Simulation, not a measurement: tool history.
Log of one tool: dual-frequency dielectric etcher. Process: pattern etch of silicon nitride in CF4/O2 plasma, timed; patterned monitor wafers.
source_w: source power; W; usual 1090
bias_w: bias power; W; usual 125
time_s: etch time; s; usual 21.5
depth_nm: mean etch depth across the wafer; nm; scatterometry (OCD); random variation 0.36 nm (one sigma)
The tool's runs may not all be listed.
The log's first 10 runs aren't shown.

run    hour  source_w  bias_w  time_s  read-back reference wafer on the same gauge, depth_nm  depth_nm
      486.9  -- source power generator calibrated
      518.2  -- wet clean of the chamber
 11   518.7      1090     125    21.5                                                   89.1      74.7
 12   559.2      1090     101    24.5                                                   89.1      80.1
 13   601.7      1090     125    21.5                                                   89.1      75.1
 14   643.9      1090     125    21.5                                                   89.1      75.1
 15   703.4      1160     125    21.5                                                   89.1        80
      766.5  -- gauge calibrated
 16   771.3      1090     125    21.5                                                   89.1        75
      797.4  -- upper electrode replaced
 17     841       840     139    18.5                                                   89.2      54.3
 18   895.6      1230     125    15.5                                                   89.1        60
      918.4  -- bias power generator calibrated
 19     966      1090     125    21.5                                                   89.1      75.1
 20  1012.6       860     148      16                                                   89.1      49.5
 21  1048.1      1090     101    24.5                                                   89.1      80.8
     1090.1  -- wet clean of the chamber
 22  1119.5      1090     139    21.5                                                   89.1      78.5
 23  1183.1       930     125    24.5                                                   89.1        76
 24  1207.3      1300     125    26.5                                                   89.1     107.3
 25  1248.4      1300     125    21.5                                                   89.1      86.9
 26  1295.3      1090     125    21.5                                                   89.1      75.6
 27  1338.8      1280     125      17                                                   89.1        68
 28  1376.8      1090     125    21.5                                                   89.1      75.7
 29  1426.3      1180     149    21.5                                                   89.1        85
 30  1497.2      1090      99    21.5                                                   89.1      71.3
 31  1536.6      1090     102    21.5                                                   89.2      71.9

Forecast each of these 3 alternatives for the next run:
  A  1537      1090     125    21.5                                                      ?         ?
  B  1537       850     125    21.5                                                      ?         ?
  C  1537      1090     115    25.5                                                      ?         ?

run  read-back reference wafer on the same gauge, depth_nm  depth_nm
  A                                                     89      76.3
  B                                                     89      62.4
  C                                                     89      88.3
Without the tool's hidden state the same runs would have given:
run  depth_nm
  A      75.4
  B      61.7
  C      87.2

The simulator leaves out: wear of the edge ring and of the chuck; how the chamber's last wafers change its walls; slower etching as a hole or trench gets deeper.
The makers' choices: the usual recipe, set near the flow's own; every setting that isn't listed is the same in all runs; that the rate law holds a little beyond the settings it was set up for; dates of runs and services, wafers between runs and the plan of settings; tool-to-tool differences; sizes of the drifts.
